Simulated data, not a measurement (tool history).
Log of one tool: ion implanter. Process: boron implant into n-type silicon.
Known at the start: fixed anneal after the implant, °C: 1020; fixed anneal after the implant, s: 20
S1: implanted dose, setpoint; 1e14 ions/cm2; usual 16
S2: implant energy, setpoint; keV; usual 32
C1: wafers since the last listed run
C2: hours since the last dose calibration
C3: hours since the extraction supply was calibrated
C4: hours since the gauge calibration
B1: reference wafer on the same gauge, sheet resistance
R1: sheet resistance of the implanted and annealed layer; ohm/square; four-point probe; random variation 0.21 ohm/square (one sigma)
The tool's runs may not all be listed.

Run 1, day 0: usual settings; C1 0; C2 658.4; C3 1801.4; C4 698.2; B1 88.29. Result: R1 76.51 ohm/square.
Run 2, day 1.233: usual settings; C1 778; C2 688; C3 1831; C4 727.8; B1 88.3. Result: R1 76.32 ohm/square.
Run 3, day 3.354: usual settings; C1 1339; C2 738.9; C3 1881.9; C4 778.7; B1 88.28. Result: R1 76.23 ohm/square.
Run 4, day 5.504: usual settings; C1 1357; C2 790.5; C3 1933.5; C4 830.3; B1 88.3. Result: R1 76.61 ohm/square.
Run 5, day 7.992: usual settings; C1 1570; C2 850.2; C3 1993.2; C4 890; B1 88.25. Result: R1 76.22 ohm/square.
Run 6, day 9.229: usual settings but S2 36.5 keV; C1 781; C2 879.9; C3 2022.9; C4 919.7; B1 88.33. Result: R1 75.38 ohm/square.
Run 7, day 11.483: usual settings; C1 1423; C2 934; C3 2077; C4 973.8; B1 88.32. Result: R1 75.92 ohm/square.
Run 8, day 12.512: usual settings; C1 649; C2 958.7; C3 2101.7; C4 998.5; B1 88.25. Result: R1 76.09 ohm/square.
Run 9, day 15.179: usual settings; C1 1684; C2 1022.7; C3 2165.7; C4 1062.5; B1 88.31. Result: R1 75.63 ohm/square.
At day 16.221: extraction supply calibrated.
At day 16.412: Faraday cup replaced and dose calibrated.
Run 10, day 16.846: usual settings; C1 719; C2 10.4; C3 15; C4 1102.5; B1 88.33. Result: R1 76.51 ohm/square.
Run 11, day 21.967: usual settings; C1 3234; C2 133.3; C3 137.9; C4 1225.4; B1 88.27. Result: R1 76.86 ohm/square.
Run 12, day 23.196: usual settings but S1 12.69 1e14 ions/cm2, S2 36.5 keV; C1 776; C2 162.8; C3 167.4; C4 1254.9; B1 88.38. Result: R1 92.17 ohm/square.
Run 13, day 24.571: usual settings but S1 20.8 1e14 ions/cm2; C1 868; C2 195.8; C3 200.4; C4 1287.9; B1 88.29. Result: R1 62.87 ohm/square.
At day 27.396: gauge calibrated.
Run 14, day 28.575: usual settings; C1 2528; C2 291.9; C3 296.5; C4 28.3; B1 88.26. Result: R1 77.04 ohm/square.
Run 15, day 31.55: usual settings but S1 17.94 1e14 ions/cm2, S2 41 keV; C1 1878; C2 363.3; C3 367.9; C4 99.7; B1 88.27. Result: R1 68.45 ohm/square.
Run 16, day 33.396: usual settings but S1 11.68 1e14 ions/cm2, S2 21.5 keV; C1 1165; C2 407.6; C3 412.2; C4 144; B1 88.35. Result: R1 102.49 ohm/square.
Run 17, day 36.217: usual settings but S1 20.7 1e14 ions/cm2, S2 24 keV; C1 1781; C2 475.3; C3 479.9; C4 211.7; B1 88.35. Result: R1 66.28 ohm/square.
Run 18, day 39.208: usual settings but S1 20.53 1e14 ions/cm2, S2 24 keV; C1 1889; C2 547.1; C3 551.7; C4 283.5; B1 88.23. Result: R1 66.74 ohm/square.
Run 19, day 40.567: usual settings but S1 17.73 1e14 ions/cm2; C1 857; C2 579.7; C3 584.3; C4 316.1; B1 88.35. Result: R1 70.54 ohm/square.
Run 20, day 42.25: usual settings but S1 17.5 1e14 ions/cm2, S2 28 keV; C1 1063; C2 620.1; C3 624.7; C4 356.5; B1 88.31. Result: R1 72.43 ohm/square.
Run 21, day 45.217: usual settings; C1 1873; C2 691.3; C3 695.9; C4 427.7; B1 88.3. Result: R1 76.26 ohm/square.
Run 22, day 46.679: usual settings; C1 923; C2 726.4; C3 731; C4 462.8; B1 88.29. Result: R1 76.74 ohm/square.

Forecast each of these 5 alternatives for the next run:
Run A, day 46.696: usual settings but S1 20.05 1e14 ions/cm2; C1 10; C2 726.8; C3 731.4; C4 463.2; B1 ?. Result: R1 ?.
Run B, day 46.696: usual settings but S2 43 keV; C1 10; C2 726.8; C3 731.4; C4 463.2; B1 ?. Result: R1 ?.
Run C, day 46.696: usual settings but S1 17.78 1e14 ions/cm2, S2 40 keV; C1 10; C2 726.8; C3 731.4; C4 463.2; B1 ?. Result: R1 ?.
Run D, day 46.696: usual settings but S1 19.38 1e14 ions/cm2, S2 35.5 keV; C1 10; C2 726.8; C3 731.4; C4 463.2; B1 ?. Result: R1 ?.
Run E, day 46.696: usual settings but S1 12.03 1e14 ions/cm2, S2 36 keV; C1 10; C2 726.8; C3 731.4; C4 463.2; B1 ?. Result: R1 ?.

run     B1     R1
  A  88.28  64.54
  B  88.28  74.77
  C  88.28  68.96
  D  88.28  65.27
  E  88.28  96.03
Without the tool's hidden state the same runs would have given:
run     R1
  A  64.87
  B  75.21
  C  69.36
  D  65.62
  E   96.6
